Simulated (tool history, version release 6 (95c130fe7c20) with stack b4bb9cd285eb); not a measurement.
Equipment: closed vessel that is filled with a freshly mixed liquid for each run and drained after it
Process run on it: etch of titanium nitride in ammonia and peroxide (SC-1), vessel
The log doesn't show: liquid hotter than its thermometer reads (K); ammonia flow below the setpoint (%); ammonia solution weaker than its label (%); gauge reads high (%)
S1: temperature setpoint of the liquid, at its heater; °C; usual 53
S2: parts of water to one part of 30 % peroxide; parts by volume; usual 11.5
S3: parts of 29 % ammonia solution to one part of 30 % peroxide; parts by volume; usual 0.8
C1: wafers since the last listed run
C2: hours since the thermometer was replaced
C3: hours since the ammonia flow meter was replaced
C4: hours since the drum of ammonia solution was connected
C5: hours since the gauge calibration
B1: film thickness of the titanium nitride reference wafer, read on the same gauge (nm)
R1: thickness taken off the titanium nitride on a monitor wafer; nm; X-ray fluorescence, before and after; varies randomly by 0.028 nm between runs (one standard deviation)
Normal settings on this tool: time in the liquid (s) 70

run 1 hour=0 | S1=53 S2=13.5 S3=0.8 time_in_the_liquid_(s)=70 | C1=0 C2=312.1 C3=550.4 C4=437.6 C5=654.9 | B1=39.97 | R1=5.86
run 2 hour=71.4 | S1=53 S2=13.5 S3=0.8 time_in_the_liquid_(s)=70 | C1=10005 C2=383.5 C3=621.8 C4=509 C5=726.3 | B1=40 | R1=5.8
-- hour=280.2 new drum of ammonia solution connected
run 3 hour=362.4 | S1=53 S2=11.5 S3=0.8 time_in_the_liquid_(s)=70 | C1=40640 C2=674.5 C3=912.8 C4=82.2 C5=1017.3 | B1=39.97 | R1=6.38
run 4 hour=399.2 | S1=53 S2=11.5 S3=0.8 time_in_the_liquid_(s)=70 | C1=5157 C2=711.3 C3=949.6 C4=119 C5=1054.1 | B1=40.05 | R1=6.4
run 5 hour=469.2 | S1=53 S2=11.5 S3=0.8 time_in_the_liquid_(s)=70 | C1=9809 C2=781.3 C3=1019.6 C4=189 C5=1124.1 | B1=40.01 | R1=6.4
run 6 hour=572.6 | S1=53 S2=11.5 S3=0.8 time_in_the_liquid_(s)=70 | C1=14490 C2=884.7 C3=1123 C4=292.4 C5=1227.5 | B1=40 | R1=6.37
run 7 hour=648.5 | S1=53 S2=11.5 S3=0.9 time_in_the_liquid_(s)=70 | C1=10636 C2=960.6 C3=1198.9 C4=368.3 C5=1303.4 | B1=39.99 | R1=6.48
-- hour=849.5 new drum of ammonia solution connected
-- hour=902.9 thermometer replaced
run 8 hour=967.3 | S1=53 S2=8 S3=0.8 time_in_the_liquid_(s)=70 | C1=44396 C2=64.4 C3=1517.7 C4=117.8 C5=1622.2 | B1=39.94 | R1=7.7
run 9 hour=1053.3 | S1=53 S2=11.5 S3=0.8 time_in_the_liquid_(s)=70 | C1=12052 C2=150.4 C3=1603.7 C4=203.8 C5=1708.2 | B1=40.02 | R1=6.37
run 10 hour=1216.2 | S1=53 S2=11.5 S3=0.6 time_in_the_liquid_(s)=70 | C1=22828 C2=313.3 C3=1766.6 C4=366.7 C5=1871.1 | B1=40.06 | R1=6.01
run 11 hour=1285.7 | S1=53 S2=11.5 S3=0.8 time_in_the_liquid_(s)=50 | C1=9739 C2=382.8 C3=1836.1 C4=436.2 C5=1940.6 | B1=40 | R1=4.48
-- hour=1353.4 ammonia flow meter replaced
run 12 hour=1390.5 | S1=58 S2=11.5 S3=0.5 time_in_the_liquid_(s)=55 | C1=14546 C2=487.6 C3=37.1 C4=541 C5=2045.4 | B1=39.99 | R1=6.46
-- hour=1432.9 gauge calibrated
run 13 hour=1491.1 | S1=53 S2=11.5 S3=0.8 time_in_the_liquid_(s)=70 | C1=14098 C2=588.2 C3=137.7 C4=641.6 C5=58.2 | B1=39.99 | R1=6.37
-- hour=1543.1 new drum of ammonia solution connected
run 14 hour=1565.3 | S1=53 S2=13.5 S3=0.8 time_in_the_liquid_(s)=70 | C1=10258 C2=662.4 C3=211.9 C4=22.2 C5=132.4 | B1=39.99 | R1=5.93
run 15 hour=1623.1 | S1=53 S2=7.5 S3=1.15 time_in_the_liquid_(s)=100 | C1=8100 C2=720.2 C3=269.7 C4=80 C5=190.2 | B1=39.98 | R1=12.06
run 16 hour=1720.1 | S1=53 S2=13.5 S3=1.15 time_in_the_liquid_(s)=50 | C1=13593 C2=817.2 C3=366.7 C4=177 C5=287.2 | B1=40.02 | R1=4.48
run 17 hour=1778.3 | S1=59.5 S2=15.5 S3=0.45 time_in_the_liquid_(s)=100 | C1=8156 C2=875.4 C3=424.9 C4=235.2 C5=345.4 | B1=40.01 | R1=10.85
run 18 hour=1822.5 | S1=53 S2=9 S3=0.8 time_in_the_liquid_(s)=35 | C1=6194 C2=919.6 C3=469.1 C4=279.4 C5=389.6 | B1=39.96 | R1=3.63
run 19 hour=1867.2 | S1=53 S2=11.5 S3=0.8 time_in_the_liquid_(s)=70 | C1=6264 C2=964.3 C3=513.8 C4=324.1 C5=434.3 | B1=39.99 | R1=6.37
run 20 hour=1956.1 | S1=53 S2=11.5 S3=1.2 time_in_the_liquid_(s)=90 | C1=12458 C2=1053.2 C3=602.7 C4=413 C5=523.2 | B1=39.97 | R1=8.72
run 21 hour=2029.5 | S1=53 S2=14.5 S3=0.6 time_in_the_liquid_(s)=70 | C1=10286 C2=1126.6 C3=676.1 C4=486.4 C5=596.6 | B1=40.01 | R1=5.35

Difference, measured minus no-hidden-state, one row per run. Run-to-run variation is common to both terms; the gauge's own scatter need not be:
run=1 R1=-0.14
run=2 R1=-0.15
run=3 R1=-0.1
run=4 R1=-0.11
run=5 R1=-0.13
run=6 R1=-0.16
run=7 R1=-0.18
run=8 R1=-0.18
run=9 R1=-0.19
run=10 R1=-0.23
run=11 R1=-0.19
run=12 R1=-0.15
run=13 R1=-0.16
run=14 R1=-0.04
run=15 R1=-0.08
run=16 R1=-0.05
run=17 R1=-0.18
run=18 R1=-0.06
run=19 R1=-0.12
run=20 R1=-0.19
run=21 R1=-0.16
